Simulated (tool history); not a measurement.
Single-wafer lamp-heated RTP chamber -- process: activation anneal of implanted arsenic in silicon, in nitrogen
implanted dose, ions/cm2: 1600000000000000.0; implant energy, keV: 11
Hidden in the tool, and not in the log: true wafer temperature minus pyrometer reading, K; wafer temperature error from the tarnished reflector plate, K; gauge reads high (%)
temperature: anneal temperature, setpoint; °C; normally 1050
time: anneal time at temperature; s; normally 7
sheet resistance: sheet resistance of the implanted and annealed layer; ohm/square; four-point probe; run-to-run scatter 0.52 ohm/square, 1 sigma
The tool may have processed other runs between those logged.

run    hour  temperature  time  wafers since the last listed run  wafers since the last pyrometer calibration  wafers since the reflector plate was cleaned  hours since the gauge calibration  read-back reference wafer on the same gauge, sheet resistance  sheet resistance
  1     0.0         1050     7                                 0                                         3107                                          1516                             1666.1                                                         119.91            109.51
  2    72.3         1050     7                              1382                                         4489                                          2899                             1738.4                                                         119.73            108.13
  3   155.8         1050     7                              1596                                         6086                                          4495                             1821.9                                                         119.89            107.41
  4   293.9         1050     7                              2640                                         8726                                          7136                             1960.0                                                         119.97            103.54
      327.0  -- pyrometer window cleaned and pyrometer calibrated
  5   341.9         1050     7                               764                                          285                                          7901                             2008.0                                                         120.15            111.11
  6   393.4         1050     7                               984                                         1270                                          8885                             2059.5                                                         119.93            111.62
      403.4  -- reflector plate cleaned
  7   445.1         1050     7                               835                                         2105                                           797                             2111.2                                                         120.04            110.80
  8   494.0         1050     7                               935                                         3040                                          1732                             2160.1                                                         120.02            111.31
  9   581.5         1050     6                              1673                                         4713                                          3405                             2247.6                                                         120.19            112.87
 10   669.5         1050     6                              1682                                         6396                                          5088                             2335.6                                                         120.00            109.85
 11   711.8         1050     6                               808                                         7205                                          5897                             2377.9                                                         120.03            109.27
 12   766.6         1050     7                              1047                                         8253                                          6944                             2432.7                                                         120.07            104.70
      774.7  -- pyrometer window cleaned and pyrometer calibrated
 13   837.7         1050     7                              1206                                         1205                                          8151                             2503.8                                                         119.83            110.96
      882.7  -- gauge calibrated
      893.9  -- reflector plate cleaned
 14   989.0         1050     7                              2740                                         3945                                          1817                              106.3                                                         120.08            108.49
 15  1029.5         1044     7                               774                                         4719                                          2592                              146.8                                                         119.97            112.62
 16  1070.2         1044     7                               778                                         5497                                          3370                              187.5                                                         120.17            111.20
 17  1119.7         1034     7                               946                                         6444                                          4316                              237.0                                                         119.92            115.33
 18  1161.5         1027     9                               799                                         7243                                          5116                              278.8                                                         120.16            113.26
     1245.6  -- pyrometer window cleaned and pyrometer calibrated
 19  1246.1         1078    10                              1464                                           10                                          6580                              363.4                                                         120.06             89.52
 20  1333.9         1050     7                              1678                                         1689                                          8259                              451.2                                                         120.12            110.25
     1354.7  -- reflector plate cleaned
 21  1505.2         1050    11                              3122                                         4811                                          2878                              622.5                                                         119.93             98.67
 22  1586.0         1072     7                              1544                                         6356                                          4423                              703.3                                                         119.82             95.47
 23  1671.3         1042     6                              1631                                         7987                                          6054                              788.6                                                         120.01            113.29
     1731.1  -- pyrometer window cleaned and pyrometer calibrated
 24  1752.2         1069    11                              1393                                          402                                          7448                              869.5                                                         119.88             91.78
     1779.9  -- reflector plate cleaned
 25  1796.9         1032     5                               701                                         1104                                           324                              914.2                                                         120.11            129.42

Forecast run 26:
 26  1896.3         1050     7                              1900                                         3005                                          2224                             1013.6                                                              ?                 ?

read-back reference wafer on the same gauge, sheet resistance: 120.14
sheet resistance: 110.22 ohm/square
With no hidden state in the tool, this same run would have given sheet resistance 111.59 ohm/square.
